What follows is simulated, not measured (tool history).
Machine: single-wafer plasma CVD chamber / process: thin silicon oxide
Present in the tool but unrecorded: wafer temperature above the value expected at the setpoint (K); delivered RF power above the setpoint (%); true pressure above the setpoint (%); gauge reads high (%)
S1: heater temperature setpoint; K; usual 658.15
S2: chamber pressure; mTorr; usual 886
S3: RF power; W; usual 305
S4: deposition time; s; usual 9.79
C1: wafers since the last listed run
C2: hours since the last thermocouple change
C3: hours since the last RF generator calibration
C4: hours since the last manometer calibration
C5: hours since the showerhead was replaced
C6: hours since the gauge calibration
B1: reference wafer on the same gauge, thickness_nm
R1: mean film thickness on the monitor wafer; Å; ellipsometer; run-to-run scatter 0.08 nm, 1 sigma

Run 1, hour 0: usual settings; C1 0; C2 1670.6; C3 1537.6; C4 1455.2; C5 6406.5; C6 297.2; B1 23.489. Result: R1 207.77 Å.
Run 2, hour 32.2: usual settings; C1 1584; C2 1702.8; C3 1569.8; C4 1487.4; C5 6438.7; C6 329.4; B1 23.505. Result: R1 207.26 Å.
Run 3, hour 81.9: usual settings but S3 350 W; C1 2446; C2 1752.5; C3 1619.5; C4 1537.1; C5 6488.4; C6 379.1; B1 23.509. Result: R1 216.29 Å.
Run 4, hour 134.2: usual settings; C1 2574; C2 1804.8; C3 1671.8; C4 1589.4; C5 6540.7; C6 431.4; B1 23.498. Result: R1 207.48 Å.
Run 5, hour 164: usual settings; C1 1466; C2 1834.6; C3 1701.6; C4 1619.2; C5 6570.5; C6 461.2; B1 23.486. Result: R1 207.85 Å.
At hour 203: gauge calibrated.
Run 6, hour 231.1: usual settings but S3 345 W; C1 3302; C2 1901.7; C3 1768.7; C4 1686.3; C5 6637.6; C6 28.1; B1 23.497. Result: R1 216.52 Å.
At hour 267.4: RF generator calibrated.
At hour 268.4: thermocouple changed; heater temperature recalibrated.
Run 7, hour 375.9: usual settings but S3 345 W; C1 6685; C2 107.5; C3 108.5; C4 1831.1; C5 6782.4; C6 172.9; B1 23.499. Result: R1 217.69 Å.
Run 8, hour 411.4: usual settings but S3 345 W; C1 1747; C2 143; C3 144; C4 1866.6; C5 6817.9; C6 208.4; B1 23.512. Result: R1 217.93 Å.
At hour 454.6: capacitance manometer re-zeroed and calibrated.
Run 9, hour 455.1: usual settings; C1 1757; C2 186.7; C3 187.7; C4 0.5; C5 6861.6; C6 252.1; B1 23.498. Result: R1 201.7 Å.
Run 10, hour 504.1: usual settings but S2 979 mTorr, S3 290 W, S4 11.01 s; C1 2411; C2 235.7; C3 236.7; C4 49.5; C5 6910.6; C6 301.1; B1 23.49. Result: R1 237.69 Å.
Run 11, hour 531.6: usual settings but S1 651.15 K; C1 1353; C2 263.2; C3 264.2; C4 77; C5 6938.1; C6 328.6; B1 23.506. Result: R1 201.52 Å.
At hour 583.6: showerhead replaced.
Run 12, hour 593.4: usual settings but S1 673.15 K, S2 804 mTorr, S3 345 W, S4 10.36 s; C1 2648; C2 325; C3 326; C4 138.8; C5 9.8; C6 390.4; B1 23.51. Result: R1 201.68 Å.
Run 13, hour 619.7: usual settings but S1 669.15 K, S3 260 W; C1 1294; C2 351.3; C3 352.3; C4 165.1; C5 36.1; C6 416.7; B1 23.495. Result: R1 188.21 Å.
At hour 633.8: gauge calibrated.
Run 14, hour 686.1: usual settings but S1 654.15 K, S2 762 mTorr, S3 255 W, S4 9.08 s; C1 3268; C2 417.7; C3 418.7; C4 231.5; C5 102.5; C6 52.3; B1 23.49. Result: R1 153.77 Å.

Run 15, settings as shown, results not yet in. Your forecast:
Run 15, hour 734.4: usual settings but S1 664.15 K, S3 275 W; C1 2377; C2 466; C3 467; C4 279.8; C5 150.8; C6 100.6; B1 ?. Result: R1 ?.

Logged for run 15: B1 23.491, R1 192.34 Å.
Minus the tool's unlogged condition, the same run would have read R1 189.83 Å.
